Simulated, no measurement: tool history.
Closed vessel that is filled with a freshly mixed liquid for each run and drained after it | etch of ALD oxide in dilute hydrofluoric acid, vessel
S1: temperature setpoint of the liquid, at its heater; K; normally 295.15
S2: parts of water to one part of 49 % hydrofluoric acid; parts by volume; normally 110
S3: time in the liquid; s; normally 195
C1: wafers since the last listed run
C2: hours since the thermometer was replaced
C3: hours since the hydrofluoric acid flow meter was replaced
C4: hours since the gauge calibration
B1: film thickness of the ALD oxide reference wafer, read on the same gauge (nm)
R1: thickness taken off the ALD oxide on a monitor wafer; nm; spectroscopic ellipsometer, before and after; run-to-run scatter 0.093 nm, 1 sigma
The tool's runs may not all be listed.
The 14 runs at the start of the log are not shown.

run     day      S1   S2   S3    C1     C2      C3     C4     B1     R1
 15  14.442  295.15  110  195  1862  245.6  1831.7  126.2  90.00  16.15
 16  15.462  295.15  110  195  1810  270.1  1856.2  150.7  89.99  16.21
     15.725  -- hydrofluoric acid flow meter replaced
 17  15.983  295.15  110  195   849  282.6     6.2  163.2  90.00  16.23
 18  16.654  291.15   90  140  1189  298.7    22.3  179.3  90.00  12.23
 19  17.733  297.65  150  150  1913  324.6    48.2  205.2  90.01   9.47
 20  18.579  291.65  110  195  1500  344.9    68.5  225.5  90.01  13.93
 21  19.850  295.15   95  105  2253  375.4    99.0  256.0  90.01  10.22
 22  20.471  295.15  110  195  1101  390.3   113.9  270.9  89.98  16.03
 23  23.388  293.15   75   85  5172  460.3   183.9  340.9  90.02   9.75
 24  24.862  295.15   60   80  2615  495.7   219.3  376.3  90.00  12.73
     26.421  -- thermometer replaced
 25  26.521  293.15   75  195  2867    2.4   259.1  416.1  89.99  23.04
 26  27.792  292.65  110  195  2253   32.9   289.6  446.6  90.00  14.81
 27  32.092  295.15   95  195  7625  136.1   392.8  549.8  89.99  19.02
 28  33.554  295.15   60  195  2593  171.2   427.9  584.9  89.99  31.70
 29  34.942  295.15  110  195  2460  204.5   461.2  618.2  90.01  16.09
 30  37.625  295.15   85  170  4758  268.9   525.6  682.6  90.00  18.72
 31  39.054  295.15  110  195  2534  303.2   559.9  716.9  90.00  16.14
 32  39.612  295.15  165  110   990  316.6   573.3  730.3  90.00   5.67
 33  40.754  295.15  110  195  2024  344.0   600.7  757.7  90.03  16.08
 34  41.412  297.15  150  310  1167  359.8   616.5  773.5  90.03  19.23
 35  41.988  296.65  150  275  1019  373.6   630.3  787.3  90.00  16.73

Here are 3 independent what-if runs from the current tool condition. What would each one return?
  A  42.017  292.15  110  195  51  374.3  631.0  788.0   ?   ?
  B  42.017  293.15  110  195  51  374.3  631.0  788.0   ?   ?
  C  42.017  291.65   90  195  51  374.3  631.0  788.0   ?   ?

run     B1     R1
  A  90.00  14.05
  B  90.00  14.64
  C  90.00  17.17
The same runs, with their run-to-run variation unchanged, on a tool lacking any hidden condition would have given:
run     R1
  A  14.48
  B  15.09
  C  17.72

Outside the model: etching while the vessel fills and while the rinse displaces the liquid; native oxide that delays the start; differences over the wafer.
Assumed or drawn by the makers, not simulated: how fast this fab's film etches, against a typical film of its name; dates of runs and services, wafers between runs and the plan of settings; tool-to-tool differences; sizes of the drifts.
